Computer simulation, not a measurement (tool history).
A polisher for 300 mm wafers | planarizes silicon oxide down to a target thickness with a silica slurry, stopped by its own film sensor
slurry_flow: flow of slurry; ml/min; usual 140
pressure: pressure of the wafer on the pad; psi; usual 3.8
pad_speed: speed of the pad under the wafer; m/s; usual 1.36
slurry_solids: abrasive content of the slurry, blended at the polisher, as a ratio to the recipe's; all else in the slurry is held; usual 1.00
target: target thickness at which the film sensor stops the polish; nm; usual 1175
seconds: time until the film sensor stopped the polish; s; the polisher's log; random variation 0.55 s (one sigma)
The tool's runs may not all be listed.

run   hour  slurry_flow  pressure  pad_speed  slurry_solids  target  incoming thickness of the incoming film, nm  seconds
  1    0.0          140       3.8       1.36           1.00    1175                                       1386.5     67.0
      15.3  -- worn pad replaced by a new one
  2   25.3          140       3.8       1.18           1.00    1175                                       1394.8     79.1
      75.4  -- conditioning disc replaced and pad reconditioned
  3  108.9          140       3.8       1.18           1.00    1175                                       1417.6     91.0
  4  134.3          140       3.8       1.18           1.00    1175                                       1406.8     87.4
     153.2  -- worn pad replaced by a new one, of another model than before
     157.2  -- slurry nozzle cleaned
  5  170.2          140       3.8       1.36           1.20    1175                                       1405.1     69.3
     182.1  -- conditioning disc replaced and pad reconditioned
  6  205.2          140       3.8       1.36           1.20    1175                                       1415.7     73.3
     225.9  -- head pressure recalibrated
  7  235.4          140       3.8       1.36           1.20    1175                                       1400.5     69.3
  8  251.0          155       3.8       1.36           1.00    1175                                       1390.6     71.7
  9  263.8          165       3.8       1.74           1.00    1175                                       1397.0     64.3
 10  278.8          115       3.8       1.36           1.00    1175                                       1425.2     90.1
     292.2  -- worn pad replaced by a new one
 11  305.5          140       3.8       1.36           1.00    1175                                       1403.8     77.8
     312.5  -- conditioning disc replaced and pad reconditioned
     317.3  -- slurry blender recalibrated
 12  330.5          140       3.1       1.14           1.00    1175                                       1371.3     74.6
 13  360.5          125       3.8       1.36           1.00    1175                                       1390.4     69.1
 14  381.0          160       3.8       1.36           0.85    1175                                       1411.1     81.5
 15  406.4          140       3.8       1.36           1.00    1175                                       1417.8     77.9
     425.3  -- conditioning disc replaced and pad reconditioned
 16  438.3          140       3.8       1.36           0.90    1121                                       1391.6     95.2

Forecast each of these 3 alternatives for the next run:
  A  438.7          140       2.9       1.36           1.00    1175                                       1378.5        ?
  B  438.7          140       3.8       1.82           0.85    1175                                       1378.5        ?
  C  438.7          140       3.8       1.24           1.00    1175                                       1378.5        ?

run  seconds
  A     75.8
  B     62.1
  C     70.4
Without the tool's hidden state the same runs would have given:
run  seconds
  A     70.3
  B     57.1
  C     65.3

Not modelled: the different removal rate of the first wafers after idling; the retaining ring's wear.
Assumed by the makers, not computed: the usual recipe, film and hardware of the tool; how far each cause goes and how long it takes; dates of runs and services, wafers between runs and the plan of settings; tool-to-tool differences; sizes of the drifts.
